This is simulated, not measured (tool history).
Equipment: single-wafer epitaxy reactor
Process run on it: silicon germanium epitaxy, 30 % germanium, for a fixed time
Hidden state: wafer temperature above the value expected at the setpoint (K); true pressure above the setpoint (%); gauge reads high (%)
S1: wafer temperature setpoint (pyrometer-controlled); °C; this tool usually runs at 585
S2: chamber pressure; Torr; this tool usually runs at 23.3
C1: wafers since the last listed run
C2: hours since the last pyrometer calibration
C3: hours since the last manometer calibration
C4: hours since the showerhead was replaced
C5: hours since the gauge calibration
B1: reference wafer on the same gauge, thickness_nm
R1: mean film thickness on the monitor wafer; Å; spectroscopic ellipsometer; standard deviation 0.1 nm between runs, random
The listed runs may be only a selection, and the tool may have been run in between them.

run	hour	S1	S2	C1	C2	C3	C4	C5	B1	R1
1	0	576	23.3	0	2484	856.4	5051	250.3	39.423	399.19
2	32.6	576	23.3	493	2516.6	889	5083.6	282.9	39.464	397.41
3	60.9	576	23.3	428	2544.9	917.3	5111.9	311.2	39.45	397.12
4	91.7	585	23.3	465	2575.7	948.1	5142.7	342	39.501	487.28
5	123.5	581	22	480	2607.5	979.9	5174.5	373.8	39.483	438.88
6	145.2	581	22	328	2629.2	1001.6	5196.2	395.5	39.508	437.7
7	178.5	581	22	503	2662.5	1034.9	5229.5	428.8	39.565	437.59
8	211	585	23.3	491	2695	1067.4	5262	461.3	39.536	484.34
9	244.9	579	23.3	512	2728.9	1101.3	5295.9	495.2	39.508	426.53
10	276.3	579	23.3	474	2760.3	1132.7	5327.3	526.6	39.554	425.19
11	306.5	579	23.3	456	2790.5	1162.9	5357.5	556.8	39.602	427.56
# hour 309.6: gauge calibrated
12	321.1	585	23.3	220	2805.1	1177.5	5372.1	11.5	38.756	475.85
# hour 343.1: capacitance manometer re-zeroed and calibrated
13	346.3	585	23.3	260	2830.3	3.2	5397.3	36.7	38.902	478.8
14	372.8	585	23.3	400	2856.8	29.7	5423.8	63.2	38.948	476.86
# hour 388.3: showerhead replaced
15	391.4	585	27.5	160	2875.4	48.3	3.1	81.8	38.983	499.28
16	424.9	594	27.5	506	2908.9	81.8	36.6	115.3	39.115	607.29
17	445.2	585	23.3	307	2929.2	102.1	56.9	135.6	39.125	479.94
# hour 462.4: pyrometer calibrated
18	466.2	585	28.3	196	3.8	123.1	77.9	156.6	39.134	505.95
19	491.2	589	18.8	378	28.8	148.1	102.9	181.6	39.204	497.12
20	506	585	23.3	223	43.6	162.9	117.7	196.4	39.206	479.94
21	534.7	573	26.1	434	72.3	191.6	146.4	225.1	39.256	381.1
22	548.1	592	20.7	202	85.7	205	159.8	238.5	39.276	543.15
23	560.4	600	23.3	186	98	217.3	172.1	250.8	39.284	662.54
24	589	594	21.3	432	126.6	245.9	200.7	279.4	39.305	572.34
25	612.1	585	23.3	349	149.7	269	223.8	302.5	39.309	481.42
26	629.5	578	23.3	263	167.1	286.4	241.2	319.9	39.315	413.87
27	649.8	596	23.3	307	187.4	306.7	261.5	340.2	39.334	611.59
28	682.4	580	26.6	493	220	339.3	294.1	372.8	39.37	448.15
29	699.2	591	28.7	254	236.8	356.1	310.9	389.6	39.372	579.59

5 ways to go on from here, each from the tool as it stands after run 29. What would each give?
A	699.6	585	23.3	6	237.2	356.5	311.3	390	?	?
B	699.6	573	18.7	6	237.2	356.5	311.3	390	?	?
C	699.6	585	19.7	6	237.2	356.5	311.3	390	?	?
D	699.6	589	20.9	6	237.2	356.5	311.3	390	?	?
E	699.6	571	18.9	6	237.2	356.5	311.3	390	?	?

run	B1	R1
A	39.336	483.53
B	39.336	351.96
C	39.336	463.57
D	39.336	512.49
E	39.336	337.45
With no hidden state in the tool, these same runs would have given:
run	R1
A	476.68
B	346.98
C	457
D	505.23
E	332.67
